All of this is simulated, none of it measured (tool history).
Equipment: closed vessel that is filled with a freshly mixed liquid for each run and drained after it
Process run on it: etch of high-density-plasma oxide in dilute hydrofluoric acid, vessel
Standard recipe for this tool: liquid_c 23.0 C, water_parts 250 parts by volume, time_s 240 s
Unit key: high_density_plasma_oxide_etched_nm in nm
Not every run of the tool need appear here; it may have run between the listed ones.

run	hour	liquid_c	water_parts	time_s	read-back film thickness of the high-density-plasma oxide reference wafer, read on the same gauge (nm)	high_density_plasma_oxide_etched_nm
1	0.0	22.0	250	240	30.034	3.273
2	16.8	22.0	250	240	29.999	3.249
3	69.5	22.0	250	240	30.043	3.192
4	81.0	23.0	210	240	30.002	4.144
5	96.5	23.0	210	240	29.997	4.160
6	111.8	23.0	210	240	29.996	4.163
7	120.0	23.0	250	205	30.034	2.850
8	129.8	23.0	325	240	29.983	2.362
9	144.5	23.0	325	240	30.017	2.395
10	152.5	23.0	325	240	30.010	2.367
# hour 156.8: hydrofluoric acid flow meter replaced
11	169.4	23.0	250	240	29.976	3.042
12	177.1	23.0	250	240	29.994	3.001
13	184.2	26.5	250	345	30.013	4.966
14	195.1	23.0	250	240	30.001	3.024
# hour 197.7: thermometer replaced
# hour 218.2: hydrofluoric acid flow meter replaced, repeated, since the last time left the tool worse
15	234.5	23.0	250	240	29.972	3.764
16	247.1	23.0	325	240	30.000	2.684
17	264.4	19.0	250	195	30.002	2.595
18	279.5	20.5	250	240	30.022	3.385
# hour 280.4: gauge calibrated
19	330.3	27.5	310	120	29.983	1.645
20	347.9	25.0	195	240	30.023	5.393
21	360.0	26.5	145	110	30.035	3.738
22	369.2	23.0	325	365	29.974	4.029
23	376.8	27.5	250	240	30.005	4.322
24	393.0	26.5	370	195	30.051	2.063

Had the tool no unlogged condition, and each run kept its random variation, what would the results have been?
What the log doesn't record here: liquid hotter than its thermometer reads (K); hydrofluoric acid flow below the setpoint (%); gauge reads high (%).
run	high_density_plasma_oxide_etched_nm
1	3.650
2	3.627
3	3.575
4	4.633
5	4.655
6	4.662
7	3.203
8	2.670
9	2.709
10	2.679
11	3.760
12	3.710
13	6.163
14	3.743
15	3.776
16	2.694
17	2.608
18	3.403
19	1.659
20	5.441
21	3.773
22	4.072
23	4.370
24	2.089
